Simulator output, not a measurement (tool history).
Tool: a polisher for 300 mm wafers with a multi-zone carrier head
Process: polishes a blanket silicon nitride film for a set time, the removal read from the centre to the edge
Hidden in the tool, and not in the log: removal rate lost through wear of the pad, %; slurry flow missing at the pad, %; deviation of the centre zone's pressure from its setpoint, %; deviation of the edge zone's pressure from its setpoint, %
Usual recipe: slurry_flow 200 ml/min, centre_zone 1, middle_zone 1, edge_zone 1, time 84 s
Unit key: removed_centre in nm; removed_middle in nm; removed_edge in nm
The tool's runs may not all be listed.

run,hour,slurry_flow,centre_zone,middle_zone,edge_zone,time,wafers since the last listed run,wafers polished on this pad,hours since the slurry nozzle was cleaned,hours since the centre zone pressure was calibrated,hours since the edge zone pressure was calibrated,hours since the carrier head's membrane was replaced,"incoming thickness of the incoming film, nm",removed_centre,removed_middle,removed_edge
1,0,200,1,1,1,84,0,691,623.1,1150.8,1273.8,1517,910.2,163.9,167.3,171.5
2,16.2,200,1,1,1,84,163,854,639.3,1167,1290,1533.2,915.5,161.9,167.8,170.5
3,30.1,200,1,1,1,84,139,994,653.2,1180.9,1303.9,1547.1,910.2,164,162.6,170.8
# hour 41.7: worn pad replaced by a new one
4,45.7,200,1,1,1,84,116,40,668.8,1196.5,1319.5,1562.7,907.1,161.1,157.9,169.8
# hour 51.4: slurry nozzle cleaned
5,58.1,200,1.12,1,1,63,114,155,6.7,1208.9,1331.9,1575.1,908.7,141.8,130.8,133.7
6,64.3,200,1,1.05,1,73,62,217,12.9,1215.1,1338.1,1581.3,907.8,154.4,157.8,155.6
# hour 112.7: edge zone pressure recalibrated
7,114.3,200,1.04,1,0.92,84,483,701,62.9,1265.1,1.6,1631.3,913.5,179,173.8,171.4
# hour 124: carrier head's membrane replaced by a new one
8,124.5,200,1,1,1.06,84,52,753,73.1,1275.3,11.8,0.5,918.5,178.7,171.3,182.9
# hour 131.7: centre zone pressure recalibrated
9,134.6,200,1,1,1,84,81,834,83.2,2.9,21.9,10.6,903.1,178.1,171.7,177.5
# hour 140.8: worn pad replaced by a new one
10,152.1,200,1.08,1,0.95,84,135,113,100.7,20.4,39.4,28.1,906.6,188,175.6,173.7
11,177.2,200,1,1,1,84,252,366,125.8,45.5,64.5,53.2,923.3,173.9,178,178.4
12,186,220,1,1.11,1.04,59,88,455,134.6,54.3,73.3,62,915.7,125.5,135.4,129.2
13,202.3,200,1,1,1,84,164,619,150.9,70.6,89.6,78.3,919.1,173,169.6,177.4
14,217.1,200,1,1.07,1.06,84,149,768,165.7,85.4,104.4,93.1,918.1,175.9,180.9,182
15,226.3,200,1,1,1.12,84,92,861,174.9,94.6,113.6,102.3,891.9,172.4,174,186.9
# hour 231.4: worn pad replaced by a new one
16,241,130,1,1,1,61,107,97,189.6,109.3,128.3,117,911.7,117.3,116.6,123
17,257.3,200,1,1,1,84,164,261,205.9,125.6,144.6,133.3,899.2,176.9,172.1,177.3
18,269.6,165,1.09,1.06,1,101,123,385,218.2,137.9,156.9,145.6,915.4,212.1,218.2,207.1
19,281.3,175,1,1.11,1.09,84,117,502,229.9,149.6,168.6,157.3,923.2,174,181.2,182.3
20,287.3,200,1,1.1,1,84,60,563,235.9,155.6,174.6,163.3,904.9,171.9,186.5,174.2
21,294.7,250,1.04,0.93,1,76,74,637,243.3,163,182,170.7,907.5,168,147.6,162.2
22,311.1,200,1,1,1,84,165,802,259.7,179.4,198.4,187.1,897.2,172.6,167.7,176.7

Here are 4 independent what-if runs from the current tool condition. What would each one return?
A,311.5,200,1,1.04,1,84,4,806,260.1,179.8,198.8,187.5,896.3,?,?,?
B,311.5,200,1,1,1.08,84,4,806,260.1,179.8,198.8,187.5,896.3,?,?,?
C,311.5,235,1,1,1,97,4,806,260.1,179.8,198.8,187.5,896.3,?,?,?
D,311.5,200,0.9,1.08,1.11,65,4,806,260.1,179.8,198.8,187.5,896.3,?,?,?

run,removed_centre,removed_middle,removed_edge
A,173.6,177.9,175.4
B,173.5,172.1,182.3
C,205.1,202.9,205.8
D,125.5,142.2,142.9
With the hidden condition removed and each run's random variation left untouched, the same runs would have given:
run,removed_centre,removed_middle,removed_edge
A,178.7,182.6,178.7
B,178.6,176.6,185.7
C,210.4,207.6,209.3
D,129.2,145.9,145.6
